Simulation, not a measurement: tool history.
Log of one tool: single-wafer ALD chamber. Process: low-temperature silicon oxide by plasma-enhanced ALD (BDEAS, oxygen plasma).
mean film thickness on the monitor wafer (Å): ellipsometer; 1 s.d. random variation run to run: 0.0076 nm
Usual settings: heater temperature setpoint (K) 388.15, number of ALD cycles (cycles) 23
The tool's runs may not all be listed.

run   hour  heater temperature setpoint (K)  number of ALD cycles (cycles)  wafers since the last listed run  hours since the last thermocouple change  hours since the gauge calibration  read-back reference wafer on the same gauge, thickness_nm  mean film thickness on the monitor wafer (Å)
  1    0.0                           388.15                             20                                 0                                    1927.9                              283.8                                                      3.542                                         26.61
  2   16.3                           388.15                             23                               195                                    1944.2                              300.1                                                      3.542                                         30.49
  3   28.4                           388.15                             23                               145                                    1956.3                              312.2                                                      3.538                                         30.49
  4   36.4                           385.15                             23                                96                                    1964.3                              320.2                                                      3.538                                         30.60
  5   52.4                           388.15                             23                               192                                    1980.3                              336.2                                                      3.542                                         30.64
  6   58.9                           388.15                             23                                78                                    1986.8                              342.7                                                      3.539                                         30.49
  7   65.5                           388.15                             23                                79                                    1993.4                              349.3                                                      3.542                                         30.48
  8   79.6                           388.15                             23                               169                                    2007.5                              363.4                                                      3.540                                         30.61
  9   97.3                           388.15                             23                               212                                    2025.2                              381.1                                                      3.538                                         30.42
 10  106.7                           388.15                             23                               112                                    2034.6                              390.5                                                      3.540                                         30.43
 11  113.1                           388.15                             23                                76                                    2041.0                              396.9                                                      3.538                                         30.53
 12  126.1                           388.15                             23                               156                                    2054.0                              409.9                                                      3.543                                         30.64
 13  134.9                           388.15                             23                               105                                    2062.8                              418.7                                                      3.539                                         30.58
 14  143.3                           388.15                             23                               100                                    2071.2                              427.1                                                      3.540                                         30.58
 15  156.8                           380.15                             21                               162                                    2084.7                              440.6                                                      3.537                                         28.25
 16  172.0                           380.15                             21                               182                                    2099.9                              455.8                                                      3.541                                         28.17
     192.0  -- thermocouple changed; heater temperature recalibrated
 17  192.5                           388.15                             20                               150                                       0.5                              476.3                                                      3.541                                         26.57
 18  195.4                           388.15                             23                                34                                       3.4                              479.2                                                      3.540                                         30.57
     197.5  -- gauge calibrated
 19  210.3                           398.15                             19                               178                                      18.3                               12.8                                                      3.538                                         24.83
 20  219.1                           394.15                             25                               105                                      27.1                               21.6                                                      3.542                                         32.98
 21  235.5                           393.15                             19                               196                                      43.5                               38.0                                                      3.541                                         25.04
 22  247.5                           388.15                             26                               144                                      55.5                               50.0                                                      3.537                                         34.50
 23  254.8                           388.15                             23                                87                                      62.8                               57.3                                                      3.541                                         30.50
 24  268.7                           383.15                             23                               166                                      76.7                               71.2                                                      3.540                                         30.93
 25  298.8                           394.15                             23                               361                                     106.8                              101.3                                                      3.539                                         30.23
 26  308.1                           374.15                             23                               111                                     116.1                              110.6                                                      3.539                                         31.18
 27  323.9                           392.15                             21                               189                                     131.9                              126.4                                                      3.540                                         27.73
 28  341.7                           388.15                             23                               213                                     149.7                              144.2                                                      3.538                                         30.47
 29  353.6                           401.15                             24                               142                                     161.6                              156.1                                                      3.540                                         31.14
 30  363.6                           398.15                             22                               120                                     171.6                              166.1                                                      3.539                                         28.78
 31  371.5                           388.15                             26                                94                                     179.5                              174.0                                                      3.542                                         34.51
 32  383.7                           380.15                             20                               146                                     191.7                              186.2                                                      3.537                                         26.90

Here are 4 independent what-if runs from the current tool condition. What would each one return?
  A  384.1                           388.15                             23                                 4                                     192.1                              186.6                                                          ?                                             ?
  B  384.1                           375.15                             21                                 4                                     192.1                              186.6                                                          ?                                             ?
  C  384.1                           375.15                             18                                 4                                     192.1                              186.6                                                          ?                                             ?
  D  384.1                           388.15                             21                                 4                                     192.1                              186.6                                                          ?                                             ?

run  read-back reference wafer on the same gauge, thickness_nm  mean film thickness on the monitor wafer (Å)
  A                                                      3.539                                         30.52
  B                                                      3.539                                         28.46
  C                                                      3.539                                         24.39
  D                                                      3.539                                         27.87
The same runs, with their run-to-run variation unchanged, on a tool lacking any hidden condition would have given:
run  mean film thickness on the monitor wafer (Å)
  A                                         30.52
  B                                         28.46
  C                                         24.39
  D                                         27.87

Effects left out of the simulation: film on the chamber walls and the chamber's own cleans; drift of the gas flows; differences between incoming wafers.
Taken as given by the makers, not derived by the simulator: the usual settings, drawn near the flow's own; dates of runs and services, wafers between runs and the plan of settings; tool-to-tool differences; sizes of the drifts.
